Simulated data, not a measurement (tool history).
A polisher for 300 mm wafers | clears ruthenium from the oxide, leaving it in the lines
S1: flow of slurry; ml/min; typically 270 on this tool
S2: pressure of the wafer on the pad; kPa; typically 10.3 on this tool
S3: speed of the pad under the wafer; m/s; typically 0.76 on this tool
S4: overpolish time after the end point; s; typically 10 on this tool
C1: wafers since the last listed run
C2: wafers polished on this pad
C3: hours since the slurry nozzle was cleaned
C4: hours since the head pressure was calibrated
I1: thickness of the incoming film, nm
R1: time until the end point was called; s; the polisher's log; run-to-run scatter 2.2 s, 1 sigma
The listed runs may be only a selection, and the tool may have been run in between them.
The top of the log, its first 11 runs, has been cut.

run    hour   S1    S2    S3  S4    C1    C2     C3     C4    I1     R1
 12   588.2  270  10.3  0.76  10   391  1400  369.3    167  94.5  147.9
 13   640.8  270  10.3  0.76  10   581  1981  421.9  219.6  94.1  143.4
 14   706.3  270  10.3  0.76  10   724  2705  487.4  285.1  94.9  143.8
 15   740.2  270  10.3  0.76  10   374  3080  521.3    319  96.5  147.9
      854.4  -- worn pad replaced by a new one
      896.8  -- slurry nozzle cleaned
 16   936.2  270  10.3  0.76  10  2111   893   39.4    515  93.5  132.2
 17   966.5  270  10.3  0.76  10   334  1228   69.7  545.3  93.9  131.2
 18  1035.8  270  10.3  0.76  10   766  1994    139  614.6  95.2  136.3
 19  1077.8  270  10.3  0.76  10   464  2459    181  656.6  94.9  133.2
 20  1125.6  270   8.3     1  10   528  2987  228.8  704.4  96.9  132.4
 21  1185.3  330    11  0.98  13   659  3647  288.5  764.1  95.1   98.2
 22  1214.9  270  10.3  0.76  14   327  3974  318.1  793.7  96.4    137
 23  1279.5  240  13.1  0.98  13   714  4688  382.7  858.3  95.3   84.8
     1285.1  -- worn pad replaced by a new one
 24  1325.1  270  10.3  0.76  10   459   442  428.3  903.9    94  133.7
 25  1350.2  270  10.3  0.76  10   277   720  453.4    929  94.3  133.6
     1471.2  -- head pressure recalibrated
 26  1542.4  315  10.3  0.76   8  2102  2822  645.6   71.2  95.3    145
 27  1587.1  270  10.3  0.76  10   494  3316  690.3  115.9  96.1  151.1
       1614  -- slurry nozzle cleaned
 28    1618  270  11.7  0.76   8   330  3647      4  146.8  96.5  129.8
 29  1656.8  335  10.3  0.76  10   428  4076   42.8  185.6  95.6  140.2
 30  1697.4  245   7.6  0.76  12   448  4525   83.4  226.2  94.4  192.4
     1702.3  -- worn pad replaced by a new one
 31  1732.1  350  10.3  0.66  10   339   329  118.1  260.9  94.1    158
 32  1786.9  270  10.3  0.76  10   605   934  172.9  315.7  94.1  145.6
 33  1816.2  270  10.3  0.76  10   323  1258  202.2    345  95.3    143
 34  1855.8  185  13.1  0.76  10   437  1696  241.8  384.6  94.9  122.1

What does the tool deliver on the next run?
 35  2000.1  330   9  0.68  15  1595  3291  386.1  528.9  94.6   ?

{"run 35": {"R1": 177.5}}
If the tool had no hidden condition, the same run with the same run-to-run variation would have returned R1 182.6 s.
